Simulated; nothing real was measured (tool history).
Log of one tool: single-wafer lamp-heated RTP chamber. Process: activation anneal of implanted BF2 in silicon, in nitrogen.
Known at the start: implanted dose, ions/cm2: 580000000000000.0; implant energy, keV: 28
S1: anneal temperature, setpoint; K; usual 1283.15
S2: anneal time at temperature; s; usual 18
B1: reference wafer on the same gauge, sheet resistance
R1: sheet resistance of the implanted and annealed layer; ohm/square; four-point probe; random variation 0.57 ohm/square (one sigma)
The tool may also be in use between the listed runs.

Run 1, hour 0: usual settings but S1 1289.15 K; B1 196.02. Result: R1 207.29 ohm/square.
Run 2, hour 49.2: usual settings; B1 195.99. Result: R1 206.82 ohm/square.
Run 3, hour 112.6: usual settings but S1 1275.15 K, S2 24 s; B1 196.05. Result: R1 208.38 ohm/square.
Run 4, hour 171.5: usual settings but S1 1275.15 K, S2 24 s; B1 195.99. Result: R1 207.21 ohm/square.
At hour 182.2: reflector plate cleaned.
Run 5, hour 201.2: usual settings; B1 195.9. Result: R1 206.5 ohm/square.
At hour 236.5: pyrometer window cleaned and pyrometer calibrated.
Run 6, hour 239.4: usual settings; B1 196.01. Result: R1 205.96 ohm/square.
Run 7, hour 284.1: usual settings but S1 1272.15 K, S2 15 s; B1 195.89. Result: R1 209.25 ohm/square.
Run 8, hour 321.8: usual settings; B1 196.01. Result: R1 204.77 ohm/square.
Run 9, hour 355.7: usual settings; B1 195.83. Result: R1 205.04 ohm/square.
Run 10, hour 380.6: usual settings; B1 196.02. Result: R1 205.56 ohm/square.
Run 11, hour 439.7: usual settings but S1 1259.15 K, S2 11 s; B1 195.98. Result: R1 214.39 ohm/square.
At hour 469.1: gauge calibrated.
Run 12, hour 476.6: usual settings; B1 196.06. Result: R1 205.29 ohm/square.
At hour 515.9: pyrometer window cleaned and pyrometer calibrated, repeated, since the last time left the tool worse.
Run 13, hour 524.1: usual settings but S1 1275.15 K, S2 28 s; B1 195.85. Result: R1 208.99 ohm/square.
Run 14, hour 563.7: usual settings; B1 195.74. Result: R1 207.44 ohm/square.
Run 15, hour 620.6: usual settings but S1 1275.15 K, S2 13 s; B1 196.01. Result: R1 211.1 ohm/square.
Run 16, hour 666.5: usual settings; B1 195.78. Result: R1 207.22 ohm/square.
At hour 703.8: reflector plate cleaned.
Run 17, hour 733.6: usual settings but S1 1262.15 K; B1 196.02. Result: R1 214.17 ohm/square.
At hour 767: pyrometer window cleaned and pyrometer calibrated.
Run 18, hour 946.1: usual settings but S1 1266.15 K; B1 195.9. Result: R1 212.38 ohm/square.
Run 19, hour 975.2: usual settings but S1 1258.15 K, S2 24 s; B1 196.04. Result: R1 213.16 ohm/square.
At hour 1015.2: pyrometer window cleaned and pyrometer calibrated.
Run 20, hour 1119.5: usual settings but S2 12 s; B1 195.89. Result: R1 209.4 ohm/square.

Forecast each of these 3 alternatives for the next run:
Run A, hour 1119.9: usual settings but S2 11 s; B1 ?. Result: R1 ?.
Run B, hour 1119.9: usual settings but S1 1272.15 K, S2 25 s; B1 ?. Result: R1 ?.
Run C, hour 1119.9: usual settings but S1 1270.15 K, S2 13 s; B1 ?. Result: R1 ?.

run      B1      R1
  A  195.75  209.28
  B  195.75  207.88
  C  195.75  212.33
Without the tool's hidden state the same runs would have given:
run      R1
  A  210.68
  B  209.61
  C  214.32
